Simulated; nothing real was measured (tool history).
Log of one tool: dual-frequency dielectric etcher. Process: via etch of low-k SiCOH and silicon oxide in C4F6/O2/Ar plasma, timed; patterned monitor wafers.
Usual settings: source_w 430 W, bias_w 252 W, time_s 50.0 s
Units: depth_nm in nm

run    hour  source_w  bias_w  time_s  read-back reference wafer on the same gauge, depth_nm  depth_nm
  1     0.0       400     252    50.0                                                  138.9     145.9
  2    28.8       400     252    50.0                                                  138.9     147.9
  3    71.3       430     252    50.0                                                  139.2     155.1
      186.5  -- wet clean of the chamber
  4   239.9       430     252    50.0                                                  138.9     147.0
  5   265.7       430     252    50.0                                                  139.1     146.9
  6   290.2       430     252    50.0                                                  138.9     147.0
  7   342.4       430     252    50.0                                                  139.2     148.5
  8   404.3       430     252    50.0                                                  139.1     149.3
  9   459.5       430     252    50.0                                                  139.0     149.5
      495.5  -- source power generator calibrated
 10   496.0       430     252    50.0                                                  139.1     150.9
 11   534.1       430     252    50.0                                                  139.0     152.1
      562.3  -- gauge calibrated
      614.0  -- wet clean of the chamber
 12   614.5       430     252    50.0                                                  138.9     147.5
 13   646.9       430     252    50.0                                                  138.9     149.1
      664.3  -- bias power generator calibrated
 14   672.5       430     252    50.0                                                  139.0     148.8
 15   704.4       500     252    37.5                                                  139.1     122.8
 16   772.0       430     218    50.0                                                  139.1     145.0
 17   843.1       400     252    50.0                                                  138.9     146.8
 18   872.1       430     252    50.0                                                  139.0     151.5
      970.4  -- upper electrode replaced
     1092.9  -- wet clean of the chamber
 19  1093.4       490     252    43.0                                                  138.9     138.3
 20  1136.6       430     252    50.0                                                  138.9     150.7
 21  1180.9       430     204    50.0                                                  139.3     142.7
 22  1234.2       540     252    50.0                                                  139.2     170.9
 23  1295.3       500     252    46.0                                                  139.0     153.3
 24  1335.3       370     252    42.5                                                  139.0     119.0
 25  1387.2       370     229    38.0                                                  139.1     103.7
 26  1414.7       430     252    50.0                                                  138.8     155.0
 27  1476.5       320     252    59.5                                                  139.2     152.4
     1517.6  -- wet clean of the chamber
 28  1518.1       370     197    41.0                                                  138.9     105.3
 29  1567.9       430     252    50.0                                                  138.9     148.0

The same runs without the tool's hidden state, with the same run-to-run variation:
The hidden state here: etch rate over this chamber's usual, %; source power that arrives over what is set, %; bias power that arrives over what is set, %; gauge reads high (%).
run  depth_nm
  1     141.1
  2     142.6
  3     149.0
  4     148.7
  5     148.3
  6     148.0
  7     148.6
  8     148.4
  9     147.7
 10     148.5
 11     149.1
 12     148.0
 13     149.2
 14     148.4
 15     122.0
 16     143.0
 17     143.8
 18     147.9
 19     137.8
 20     149.6
 21     140.9
 22     167.8
 23     149.6
 24     115.6
 25     100.2
 26     149.4
 27     145.9
 28     105.6
 29     147.7

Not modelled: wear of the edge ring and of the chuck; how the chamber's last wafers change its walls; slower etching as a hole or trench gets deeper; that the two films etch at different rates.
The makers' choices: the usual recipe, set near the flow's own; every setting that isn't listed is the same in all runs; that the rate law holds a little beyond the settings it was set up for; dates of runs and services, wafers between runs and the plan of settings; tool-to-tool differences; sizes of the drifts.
